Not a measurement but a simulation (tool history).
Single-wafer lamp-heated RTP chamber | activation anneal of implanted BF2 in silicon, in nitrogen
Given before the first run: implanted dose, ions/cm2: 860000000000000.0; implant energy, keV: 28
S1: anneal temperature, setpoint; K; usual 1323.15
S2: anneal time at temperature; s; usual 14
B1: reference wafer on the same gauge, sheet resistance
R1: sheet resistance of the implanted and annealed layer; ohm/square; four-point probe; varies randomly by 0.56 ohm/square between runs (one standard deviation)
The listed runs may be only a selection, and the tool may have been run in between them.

run	hour	S1	S2	B1	R1
1	0.0	1341.15	14	147.04	150.87
2	13.8	1323.15	14	146.97	155.92
3	30.5	1323.15	14	147.10	155.38
4	44.2	1323.15	18	146.91	153.12
5	55.2	1323.15	18	146.98	152.44
6	62.1	1323.15	18	147.01	152.26
# hour 79.4: reflector plate cleaned
7	79.9	1323.15	8	146.94	161.19
# hour 88.9: pyrometer window cleaned and pyrometer calibrated
8	116.2	1323.15	8	147.12	163.54
9	128.8	1298.15	19	146.98	164.91
10	136.8	1323.15	14	146.93	158.66
11	147.5	1315.15	22	146.97	157.54
# hour 175.2: gauge calibrated
12	179.5	1293.15	19	147.05	164.35
13	192.5	1323.15	6	147.05	163.93

Estimate the outcome of run 14 from the log above:
# hour 213.4: reflector plate cleaned
14	213.9	1323.15	18	?	?

{"run 14": {"B1": 146.99, "R1": 155.96}}
With no hidden state in the tool, this same run would have given R1 159.00 ohm/square.
